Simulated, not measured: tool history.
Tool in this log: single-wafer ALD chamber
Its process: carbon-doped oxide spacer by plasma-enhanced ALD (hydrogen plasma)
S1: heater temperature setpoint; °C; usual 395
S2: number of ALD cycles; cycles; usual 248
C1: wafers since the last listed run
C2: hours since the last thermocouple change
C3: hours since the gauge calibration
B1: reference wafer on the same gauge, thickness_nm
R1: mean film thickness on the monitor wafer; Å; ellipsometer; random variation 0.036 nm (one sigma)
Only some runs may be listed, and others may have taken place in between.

Run 1, day 0.000: usual settings but S1 406 °C; C1 0; C2 863.8; C3 406.5; B1 13.921. Result: R1 143.23 Å.
Run 2, day 0.633: usual settings but S1 406 °C; C1 19; C2 879.0; C3 421.7; B1 13.923. Result: R1 143.76 Å.
Run 3, day 2.858: usual settings but S1 406 °C; C1 69; C2 932.4; C3 475.1; B1 13.946. Result: R1 144.37 Å.
Run 4, day 3.446: usual settings but S2 222 cycles; C1 18; C2 946.5; C3 489.2; B1 13.938. Result: R1 130.61 Å.
Run 5, day 4.879: usual settings but S2 222 cycles; C1 44; C2 980.9; C3 523.6; B1 13.973. Result: R1 129.90 Å.
Run 6, day 5.667: usual settings but S2 222 cycles; C1 24; C2 999.8; C3 542.5; B1 13.959. Result: R1 131.39 Å.
Run 7, day 8.754: usual settings; C1 95; C2 1073.9; C3 616.6; B1 13.976. Result: R1 146.24 Å.
Run 8, day 9.438: usual settings but S2 234 cycles; C1 21; C2 1090.3; C3 633.0; B1 13.977. Result: R1 138.71 Å.
At day 9.675: gauge calibrated.
Run 9, day 10.692: usual settings but S2 234 cycles; C1 38; C2 1120.4; C3 24.4; B1 13.871. Result: R1 136.76 Å.
Run 10, day 11.412: usual settings but S2 234 cycles; C1 22; C2 1137.7; C3 41.7; B1 13.875. Result: R1 136.54 Å.
Run 11, day 11.979: usual settings; C1 17; C2 1151.3; C3 55.3; B1 13.871. Result: R1 144.96 Å.
Run 12, day 13.338: usual settings; C1 42; C2 1183.9; C3 87.9; B1 13.889. Result: R1 145.44 Å.
Run 13, day 14.825: usual settings; C1 46; C2 1219.6; C3 123.6; B1 13.888. Result: R1 145.86 Å.
Run 14, day 16.250: usual settings but S1 404 °C, S2 262 cycles; C1 44; C2 1253.8; C3 157.8; B1 13.904. Result: R1 152.59 Å.
Run 15, day 17.071: usual settings but S1 404 °C, S2 262 cycles; C1 25; C2 1273.5; C3 177.5; B1 13.927. Result: R1 152.08 Å.
Run 16, day 17.671: usual settings; C1 18; C2 1287.9; C3 191.9; B1 13.935. Result: R1 145.00 Å.
Run 17, day 18.338: usual settings; C1 20; C2 1303.9; C3 207.9; B1 13.915. Result: R1 145.63 Å.
Run 18, day 19.471: usual settings; C1 35; C2 1331.1; C3 235.1; B1 13.923. Result: R1 145.88 Å.
Run 19, day 20.162: usual settings; C1 21; C2 1347.7; C3 251.7; B1 13.940. Result: R1 146.71 Å.
Run 20, day 21.050: usual settings; C1 27; C2 1369.0; C3 273.0; B1 13.951. Result: R1 145.84 Å.
Run 21, day 21.917: usual settings; C1 26; C2 1389.8; C3 293.8; B1 13.965. Result: R1 146.00 Å.
Run 22, day 23.346: usual settings; C1 44; C2 1424.1; C3 328.1; B1 13.985. Result: R1 146.27 Å.
Run 23, day 24.438: usual settings; C1 33; C2 1450.3; C3 354.3; B1 13.968. Result: R1 145.74 Å.
Run 24, day 25.821: usual settings; C1 42; C2 1483.5; C3 387.5; B1 13.993. Result: R1 146.08 Å.
Run 25, day 26.750: usual settings but S1 387 °C, S2 269 cycles; C1 28; C2 1505.8; C3 409.8; B1 13.975. Result: R1 158.16 Å.
Run 26, day 27.779: usual settings but S1 400 °C, S2 202 cycles; C1 31; C2 1530.5; C3 434.5; B1 14.011. Result: R1 119.35 Å.
Run 27, day 29.175: usual settings but S1 403 °C; C1 43; C2 1564.0; C3 468.0; B1 14.013. Result: R1 144.67 Å.
At day 29.938: thermocouple changed; heater temperature recalibrated.
Run 28, day 30.571: usual settings but S1 391 °C, S2 294 cycles; C1 32; C2 15.2; C3 501.5; B1 14.026. Result: R1 173.58 Å.
Run 29, day 31.375: usual settings but S1 410 °C, S2 275 cycles; C1 24; C2 34.5; C3 520.8; B1 14.024. Result: R1 159.17 Å.
Run 30, day 32.225: usual settings; C1 26; C2 54.9; C3 541.2; B1 14.042. Result: R1 146.23 Å.
Run 31, day 33.217: usual settings; C1 30; C2 78.7; C3 565.0; B1 14.048. Result: R1 146.77 Å.
Run 32, day 34.175: usual settings; C1 29; C2 101.7; C3 588.0; B1 14.044. Result: R1 146.94 Å.
Run 33, day 35.050: usual settings but S1 408 °C, S2 219 cycles; C1 27; C2 122.7; C3 609.0; B1 14.040. Result: R1 127.33 Å.
At day 35.771: gauge calibrated.
Run 34, day 36.171: usual settings; C1 34; C2 149.6; C3 9.6; B1 13.824. Result: R1 144.55 Å.
Run 35, day 37.592: usual settings; C1 44; C2 183.7; C3 43.7; B1 13.838. Result: R1 144.24 Å.
Run 36, day 38.321: usual settings but S1 390 °C, S2 261 cycles; C1 22; C2 201.2; C3 61.2; B1 13.851. Result: R1 152.16 Å.
Run 37, day 39.250: usual settings; C1 28; C2 223.5; C3 83.5; B1 13.832. Result: R1 145.13 Å.
Run 38, day 39.942: usual settings but S2 264 cycles; C1 21; C2 240.1; C3 100.1; B1 13.837. Result: R1 153.86 Å.
Run 39, day 40.679: usual settings but S1 410 °C, S2 215 cycles; C1 22; C2 257.8; C3 117.8; B1 13.857. Result: R1 121.56 Å.
Run 40, day 41.425: usual settings but S2 264 cycles; C1 23; C2 275.7; C3 135.7; B1 13.850. Result: R1 154.10 Å.
Run 41, day 42.338: usual settings but S1 404 °C, S2 210 cycles; C1 28; C2 297.6; C3 157.6; B1 13.863. Result: R1 121.58 Å.
Run 42, day 43.575: usual settings but S1 404 °C, S2 203 cycles; C1 38; C2 327.3; C3 187.3; B1 13.882. Result: R1 117.73 Å.
Run 43, day 44.892: usual settings but S1 408 °C, S2 203 cycles; C1 40; C2 358.9; C3 218.9; B1 13.875. Result: R1 116.62 Å.
Run 44, day 46.183: usual settings but S2 295 cycles; C1 40; C2 389.9; C3 249.9; B1 13.893. Result: R1 172.07 Å.
Run 45, day 46.871: usual settings; C1 21; C2 406.4; C3 266.4; B1 13.908. Result: R1 144.79 Å.
Run 46, day 48.296: usual settings but S1 410 °C, S2 290 cycles; C1 44; C2 440.6; C3 300.6; B1 13.910. Result: R1 165.53 Å.
Run 47, day 49.212: usual settings but S1 407 °C, S2 233 cycles; C1 28; C2 462.6; C3 322.6; B1 13.915. Result: R1 134.98 Å.

How would selected steps in R1 from run to run divide? Give the signed amount a tool lacking its hidden state would still show from settings, what came in and random variation, and the signed amount left for the hidden state, including any gauge scatter that is not in both of the compared results.
Hidden state at play: wafer temperature above the value expected at the setpoint (K); gauge reads high (%).
Run 8 -> 9: gauge calibrated. R1 -1.95 Å: hidden state -1.25, all else -0.70.
Run 25 -> 26: S1 387 -> 400, S2 269 -> 202. R1 -38.81 Å: hidden state -0.46, all else -38.35.
Run 27 -> 28: S1 403 -> 391, S2 248 -> 294, thermocouple changed; heater temperature recalibrated. R1 +28.91 Å: hidden state +0.56, all else +28.35.
Run 33 -> 34: S1 408 -> 395, S2 219 -> 248, gauge calibrated. R1 +17.22 Å: hidden state -2.11, all else +19.33.
Run 39 -> 40: S1 410 -> 395, S2 215 -> 264. R1 +32.54 Å: hidden state +0.18, all else +32.36.
Run 43 -> 44: S1 408 -> 395, S2 203 -> 295. R1 +55.45 Å: hidden state +0.44, all else +55.01.

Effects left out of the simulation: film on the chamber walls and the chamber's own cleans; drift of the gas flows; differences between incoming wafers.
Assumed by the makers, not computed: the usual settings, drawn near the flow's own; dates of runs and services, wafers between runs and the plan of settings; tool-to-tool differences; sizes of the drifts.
